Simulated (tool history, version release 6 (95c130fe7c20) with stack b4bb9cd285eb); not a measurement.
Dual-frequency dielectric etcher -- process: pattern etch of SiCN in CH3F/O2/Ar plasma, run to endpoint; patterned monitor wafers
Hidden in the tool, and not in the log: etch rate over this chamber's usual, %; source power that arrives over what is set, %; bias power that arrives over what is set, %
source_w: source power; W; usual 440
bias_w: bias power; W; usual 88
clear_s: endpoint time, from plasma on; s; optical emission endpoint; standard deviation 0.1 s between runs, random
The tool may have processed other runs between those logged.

run   hour  source_w  bias_w  wafers since the last listed run  hours since the last wet clean  hours since the last source power generator calibration  hours since the last bias power generator calibration  hours since the last upper electrode change  incoming incoming film thickness, nm  clear_s
  1      0       370      72                                 0                           269.1                                                   1471.2                                                   2372                                       3769.6                                  9.22     25.1
  2      9       370      72                                75                           278.1                                                   1480.2                                                   2381                                       3778.6                                   9.2     25.1
  3   23.2       440      88                               118                           292.3                                                   1494.4                                                 2395.2                                       3792.8                                  9.16     21.8
  4   36.9       440      88                               114                             306                                                   1508.1                                                 2408.9                                       3806.5                                   9.2     21.8
  5   45.3       470     101                                70                           314.4                                                   1516.5                                                 2417.3                                       3814.9                                   9.2     20.3
  6   62.3       470     101                               142                           331.4                                                   1533.5                                                 2434.3                                       3831.9                                  9.26     20.4
  7     71       440      98                                72                           340.1                                                   1542.2                                                   2443                                       3840.6                                  9.19     20.9
  8   85.1       440      98                               117                           354.2                                                   1556.3                                                 2457.1                                       3854.7                                  9.29     21.2
  9     99       440      98                               116                           368.1                                                   1570.2                                                   2471                                       3868.6                                  9.16     20.7
 10  116.3       360      88                               144                           385.4                                                   1587.5                                                 2488.3                                       3885.9                                  9.35     23.7
     177.3  -- wet clean of the chamber
 11  177.8       360      88                               313                             0.5                                                     1649                                                 2549.8                                       3947.4                                  9.14     23.7
     187.9  -- source power generator calibrated
 12  192.3       440      99                                87                              15                                                      4.4                                                 2564.3                                       3961.9                                  9.14     21.2
 13  199.9       440      99                                63                            22.6                                                       12                                                 2571.9                                       3969.5                                  9.16     21.3
 14  217.7       440     103                               148                            40.4                                                     29.8                                                 2589.7                                       3987.3                                  9.17     20.9
 15  231.1       440      98                               111                            53.8                                                     43.2                                                 2603.1                                       4000.7                                  9.19     21.4
 16  261.3       350     101                               252                              84                                                     73.4                                                 2633.3                                       4030.9                                  9.25     22.7
       287  -- upper electrode replaced
 17  287.5       380     101                                18                           110.2                                                     99.6                                                 2659.5                                          0.5                                  9.18     21.9
 18  292.4       540      67                                40                           115.1                                                    104.5                                                 2664.4                                          5.4                                  9.16     22.8
 19    302       440      88                                80                           124.7                                                    114.1                                                   2674                                           15                                  9.17     22.1
 20  308.7       400     105                                55                           131.4                                                    120.8                                                 2680.7                                         21.7                                  9.07       21
 21  316.8       380      67                                67                           139.5                                                    128.9                                                 2688.8                                         29.8                                  9.27     26.2
 22  326.1       370      74                                77                           148.8                                                    138.2                                                 2698.1                                         39.1                                  9.14     24.9
     339.8  -- bias power generator calibrated
 23  351.9       500      88                               182                           174.6                                                      164                                                   12.1                                         64.9                                  9.19       21
 24  398.5       440      98                               389                           221.2                                                    210.6                                                   58.7                                        111.5                                  9.24     21.2
 25  413.6       440      71                               126                           236.3                                                    225.7                                                   73.8                                        126.6                                  9.08     23.7
 26  425.6       490      78                               100                           248.3                                                    237.7                                                   85.8                                        138.6                                  9.14     22.2

Take each entry between the runs: how does the hidden state at the last listed run before it differ from the hidden state at the first listed run after it?
Runs 10 to 11: wet clean of the chamber (hour 177.3)
  etch rate over this chamber's usual, %: 2.81 -> 0.0026
  the result without the hidden state subtracted from the measured one, clear_s: -0.6 -> +0 s
Runs 11 to 12: source power generator calibrated (hour 187.9)
  etch rate over this chamber's usual, %: 0.0026 -> 0.0872
  the result without the hidden state subtracted from the measured one, clear_s: +0 -> +0 s
Runs 16 to 17: upper electrode replaced (hour 287)
  etch rate over this chamber's usual, %: 0.489 -> 0.642
  the result without the hidden state subtracted from the measured one, clear_s: -0.1 -> -0.1 s
Runs 22 to 23: bias power generator calibrated (hour 339.8)
  etch rate over this chamber's usual, %: 0.867 -> 1.02
  the result without the hidden state subtracted from the measured one, clear_s: -0.2 -> -0.3 s
